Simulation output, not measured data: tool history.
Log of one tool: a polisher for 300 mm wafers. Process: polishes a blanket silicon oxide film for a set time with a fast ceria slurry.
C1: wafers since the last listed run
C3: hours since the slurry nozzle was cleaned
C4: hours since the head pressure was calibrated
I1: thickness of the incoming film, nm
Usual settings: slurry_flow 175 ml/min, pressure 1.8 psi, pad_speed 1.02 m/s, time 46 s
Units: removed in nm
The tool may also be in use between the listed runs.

Run 1, hour 0: usual settings but slurry_flow 195 ml/min; C1 0; wafers polished on this pad 3857; C3 791.4; C4 598; I1 1704.9. Result: removed 539.6 nm.
At hour 8.7: head pressure recalibrated.
Run 2, hour 51: usual settings; C1 432; wafers polished on this pad 4289; C3 842.4; C4 42.3; I1 1689.5. Result: removed 481.4 nm.
Run 3, hour 122.3: usual settings; C1 629; wafers polished on this pad 4919; C3 913.7; C4 113.6; I1 1705.8. Result: removed 475.8 nm.
Run 4, hour 198.8: usual settings; C1 675; wafers polished on this pad 5594; C3 990.2; C4 190.1; I1 1701.4. Result: removed 487.8 nm.
At hour 223.7: slurry nozzle cleaned.
At hour 248.2: worn pad replaced by a new one.
Run 5, hour 305: usual settings but slurry_flow 160 ml/min, pressure 2 psi; C1 893; wafers polished on this pad 501; C3 81.3; C4 296.3; I1 1705. Result: removed 541.4 nm.
Run 6, hour 375.8: usual settings; C1 625; wafers polished on this pad 1126; C3 152.1; C4 367.1; I1 1679.1. Result: removed 487.8 nm.
Run 7, hour 447.6: usual settings; C1 633; wafers polished on this pad 1760; C3 223.9; C4 438.9; I1 1683.5. Result: removed 520.6 nm.
Run 8, hour 500.1: usual settings; C1 463; wafers polished on this pad 2224; C3 276.4; C4 491.4; I1 1711.4. Result: removed 524.8 nm.
Run 9, hour 566.1: usual settings but slurry_flow 130 ml/min, pressure 2.2 psi; C1 582; wafers polished on this pad 2807; C3 342.4; C4 557.4; I1 1698.9. Result: removed 623.6 nm.
At hour 586: head pressure recalibrated.
Run 10, hour 757.6: usual settings but slurry_flow 225 ml/min; C1 1673; wafers polished on this pad 4480; C3 533.9; C4 171.6; I1 1684.4. Result: removed 508.9 nm.
Run 11, hour 825.9: usual settings but slurry_flow 225 ml/min; C1 603; wafers polished on this pad 5083; C3 602.2; C4 239.9; I1 1676.4. Result: removed 509 nm.
Run 12, hour 874.3: usual settings but slurry_flow 205 ml/min, time 51 s; C1 427; wafers polished on this pad 5510; C3 650.6; C4 288.3; I1 1667.6. Result: removed 558.2 nm.
At hour 898.9: worn pad replaced by a new one.
Run 13, hour 923.5: usual settings but slurry_flow 205 ml/min, time 51 s; C1 399; wafers polished on this pad 216; C3 699.8; C4 337.5; I1 1697.4. Result: removed 563.3 nm.
Run 14, hour 1008.9: usual settings but slurry_flow 190 ml/min; C1 754; wafers polished on this pad 971; C3 785.2; C4 422.9; I1 1683.7. Result: removed 509.1 nm.
Run 15, hour 1102.8: usual settings; C1 829; wafers polished on this pad 1800; C3 879.1; C4 516.8; I1 1692.8. Result: removed 520.4 nm.
At hour 1107.6: slurry nozzle cleaned.
Run 16, hour 1160.7: usual settings; C1 502; wafers polished on this pad 2302; C3 53.1; C4 574.7; I1 1663.3. Result: removed 522 nm.
At hour 1198.4: head pressure recalibrated.
Run 17, hour 1224.7: usual settings but slurry_flow 215 ml/min, pressure 1.6 psi, pad_speed 0.88 m/s; C1 547; wafers polished on this pad 2849; C3 117.1; C4 26.3; I1 1692.7. Result: removed 381.2 nm.
Run 18, hour 1272.9: usual settings but slurry_flow 130 ml/min, pressure 2.4 psi, pad_speed 0.68 m/s, time 54 s; C1 425; wafers polished on this pad 3275; C3 165.3; C4 74.5; I1 1690.4. Result: removed 473.7 nm.
Run 19, hour 1338.1: usual settings but slurry_flow 150 ml/min, pressure 1.6 psi; C1 575; wafers polished on this pad 3851; C3 230.5; C4 139.7; I1 1695. Result: removed 421.8 nm.
Run 20, hour 1443.5: usual settings; C1 930; wafers polished on this pad 4781; C3 335.9; C4 245.1; I1 1682.5. Result: removed 497.4 nm.
Run 21, hour 1491.5: usual settings but slurry_flow 140 ml/min, pad_speed 1.26 m/s, time 37 s; C1 423; wafers polished on this pad 5205; C3 383.9; C4 293.1; I1 1691.1. Result: removed 471.3 nm.
At hour 1539.1: worn pad replaced by a new one.
Run 22, hour 1579.9: usual settings but slurry_flow 195 ml/min, pad_speed 0.88 m/s, time 58 s; C1 745; wafers polished on this pad 360; C3 472.3; C4 381.5; I1 1696.5. Result: removed 566.3 nm.
Run 23, hour 1639.9: usual settings; C1 529; wafers polished on this pad 890; C3 532.3; C4 441.5; I1 1707.8. Result: removed 510.1 nm.
Run 24, hour 1692.9: usual settings but slurry_flow 130 ml/min, time 42 s; C1 467; wafers polished on this pad 1358; C3 585.3; C4 494.5; I1 1721.4. Result: removed 452.1 nm.
At hour 1761.5: head pressure recalibrated.
Run 25, hour 1799.2: usual settings but slurry_flow 220 ml/min, pressure 1.4 psi, time 51 s; C1 920; wafers polished on this pad 2279; C3 691.6; C4 37.7; I1 1667.5. Result: removed 429.8 nm.
Run 26, hour 1879.8: usual settings but slurry_flow 235 ml/min; C1 711; wafers polished on this pad 2990; C3 772.2; C4 118.3; I1 1676.4. Result: removed 501.7 nm.
Run 27, hour 1924.1: usual settings; C1 391; wafers polished on this pad 3381; C3 816.5; C4 162.6; I1 1675.7. Result: removed 487 nm.
Run 28, hour 1987.7: usual settings but pad_speed 1.38 m/s, time 62 s; C1 561; wafers polished on this pad 3943; C3 880.1; C4 226.2; I1 1681. Result: removed 913.5 nm.
Run 29, hour 2091.2: usual settings but slurry_flow 160 ml/min, pressure 2.3 psi, pad_speed 0.72 m/s; C1 913; wafers polished on this pad 4857; C3 983.6; C4 329.7; I1 1654.6. Result: removed 451.8 nm.
At hour 2108.9: slurry nozzle cleaned.
Run 30, hour 2170.8: usual settings but pressure 1.3 psi; C1 693; wafers polished on this pad 5551; C3 61.9; C4 409.3; I1 1701.5. Result: removed 368.2 nm.
At hour 2249.4: worn pad replaced by a new one.
Run 31, hour 2249.9: usual settings but pressure 2.2 psi; C1 663; wafers polished on this pad 4; C3 141; C4 488.4; I1 1690.4. Result: removed 627.1 nm.
Run 32, hour 2348.1: usual settings but slurry_flow 140 ml/min, pad_speed 1.26 m/s, time 37 s; C1 867; wafers polished on this pad 871; C3 239.2; C4 586.6; I1 1675.5. Result: removed 503 nm.
At hour 2392.4: head pressure recalibrated.
Run 33, hour 2420.5: usual settings but pad_speed 0.86 m/s, time 51 s; C1 621; wafers polished on this pad 1493; C3 311.6; C4 28.1; I1 1692. Result: removed 447 nm.
Run 34, hour 2492.2: usual settings but slurry_flow 215 ml/min, pressure 1.3 psi; C1 633; wafers polished on this pad 2126; C3 383.3; C4 99.8; I1 1679.7. Result: removed 359 nm.
Run 35, hour 2579.6: usual settings but slurry_flow 205 ml/min, time 51 s; C1 771; wafers polished on this pad 2897; C3 470.7; C4 187.2; I1 1706.6. Result: removed 538.8 nm.
Run 36, hour 2666.4: usual settings but time 39 s; C1 766; wafers polished on this pad 3664; C3 557.5; C4 274; I1 1689.4. Result: removed 410 nm.
Run 37, hour 2755.3: usual settings but slurry_flow 160 ml/min, pressure 1.3 psi, time 32 s; C1 784; wafers polished on this pad 4449; C3 646.4; C4 362.9; I1 1698.1. Result: removed 243.8 nm.

Forecast each of these 4 alternatives for the next run:
Run A, hour 2755.7: usual settings; C1 3; wafers polished on this pad 4452; C3 646.8; C4 363.3; I1 1678. Result: removed ?.
Run B, hour 2755.7: usual settings but pressure 2.3 psi, time 51 s; C1 3; wafers polished on this pad 4452; C3 646.8; C4 363.3; I1 1678. Result: removed ?.
Run C, hour 2755.7: usual settings but slurry_flow 145 ml/min, pressure 1.5 psi, pad_speed 1.18 m/s, time 30 s; C1 3; wafers polished on this pad 4452; C3 646.8; C4 363.3; I1 1678. Result: removed ?.
Run D, hour 2755.7: usual settings but slurry_flow 225 ml/min, pressure 1.5 psi, pad_speed 0.8 m/s, time 38 s; C1 3; wafers polished on this pad 4452; C3 646.8; C4 363.3; I1 1678. Result: removed ?.

run  removed
  A      502
  B    711.2
  C      305
  D      281
Without the tool's hidden state the same runs would have given:
run  removed
  A    488.8
  B    692.5
  C      297
  D    273.6

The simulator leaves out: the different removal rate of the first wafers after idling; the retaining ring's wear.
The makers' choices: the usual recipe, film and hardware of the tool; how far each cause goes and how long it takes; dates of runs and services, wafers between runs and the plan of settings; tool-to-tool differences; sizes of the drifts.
